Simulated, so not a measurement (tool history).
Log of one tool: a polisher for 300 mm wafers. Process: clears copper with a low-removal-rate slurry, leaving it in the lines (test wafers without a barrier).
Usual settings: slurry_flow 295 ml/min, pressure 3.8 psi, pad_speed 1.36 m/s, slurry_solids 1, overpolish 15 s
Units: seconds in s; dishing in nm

run,hour,slurry_flow,pressure,pad_speed,slurry_solids,overpolish,"incoming thickness of the incoming film, nm",seconds,dishing
1,0,295,3.8,1.36,1.2,15,561.9,124.6,47
2,35.6,340,3.8,1.36,1,15,560.6,127.8,44.7
3,77.1,295,3.8,1.36,1,15,560,131.3,44.1
4,103.9,295,3.8,1.36,1,15,562.2,135,44.3
5,138.9,295,3.8,1.36,1,15,549.7,132.2,44.8
# hour 149.6: head pressure recalibrated
6,205.9,295,4.4,1.36,1,15,561.6,111.7,49.9
7,248.2,295,4.4,1.36,1,15,559.1,119.1,47.9
8,296.4,295,4.4,1.36,1,15,565.4,124.4,48.7
9,325.5,295,3.8,1.36,1,15,561.8,140.3,42.3
# hour 336.2: worn pad replaced by a new one
10,354.4,380,3.8,1.18,0.9,15,550.5,153.8,38.4
# hour 371: slurry blender recalibrated
11,378.5,210,3.8,1.36,0.75,15,555.2,149.8,40.8
12,410.8,230,3.8,1.36,1,15,569.2,146.9,42.9
13,449.8,215,3.8,1.36,1,15,558.4,137.3,41.6
# hour 466.4: head pressure recalibrated
14,520.2,295,3.8,1.36,1.25,15,555.3,134.7,44.9
15,555.7,215,3.8,1.78,1,7,564.8,129.2,24.9
16,618.4,375,3,1.36,0.75,7,560.9,181.8,16.9
# hour 629.3: slurry nozzle cleaned
17,643,295,4.6,1.36,1,10,553.1,109.8,37.6
# hour 670.5: worn pad replaced by a new one
18,685.7,295,3.8,1.36,1,15,561.6,135.5,43.7
19,751.7,380,3.1,1.62,1,15,563.6,152.7,39.5
20,779.8,210,3.8,1.36,0.75,15,551,161.5,37.1
# hour 784: head pressure recalibrated
21,837,370,2.6,1.36,1,15,552.4,203.4,30.6
22,865.2,295,3.8,1.36,1,15,565.2,150.4,40.5
# hour 869.7: slurry blender recalibrated
23,916.5,295,3.8,1.72,1,15,554.2,110.4,49.5
24,981.9,295,3.1,1.36,0.85,12,560.8,175.7,29.2
# hour 997.2: worn pad replaced by a new one
25,1052.8,295,3.1,1.36,0.7,15,556.5,181.7,34.1
# hour 1177.9: head pressure recalibrated
26,1186.8,295,3.8,1.36,1,15,555.1,142.9,40.9
27,1338.6,295,3.8,1.36,1,15,557,153.1,39.6

What the log doesn't show, run by run:
removal rate lost through wear of the pad, %: 0 in every run
deviation of the head's pressure from its setpoint, %: 0 in every run
H1: slurry flow missing at the pad, %
H2: abrasive missing from the slurry, %
run,H1,H2
1,9.71,3.22
2,11.3,3.88
3,13.2,5.13
4,14.4,6.2
5,16,7.92
6,19,12.2
7,20.9,15.6
8,23.1,20.1
9,24.4,23.2
10,25.7,26.4
11,26.8,4.25
12,28.3,4.48
13,30.1,5.16
14,33.2,7.52
15,34.8,9.26
16,37.7,13.2
17,3.4,15.1
18,5.34,18.8
19,8.32,25.6
20,9.59,28.8
21,12.2,36.2
22,13.5,40.2
23,15.8,7.6
24,18.7,9.13
25,21.9,12.2
26,28,22.1
27,34.9,39.6

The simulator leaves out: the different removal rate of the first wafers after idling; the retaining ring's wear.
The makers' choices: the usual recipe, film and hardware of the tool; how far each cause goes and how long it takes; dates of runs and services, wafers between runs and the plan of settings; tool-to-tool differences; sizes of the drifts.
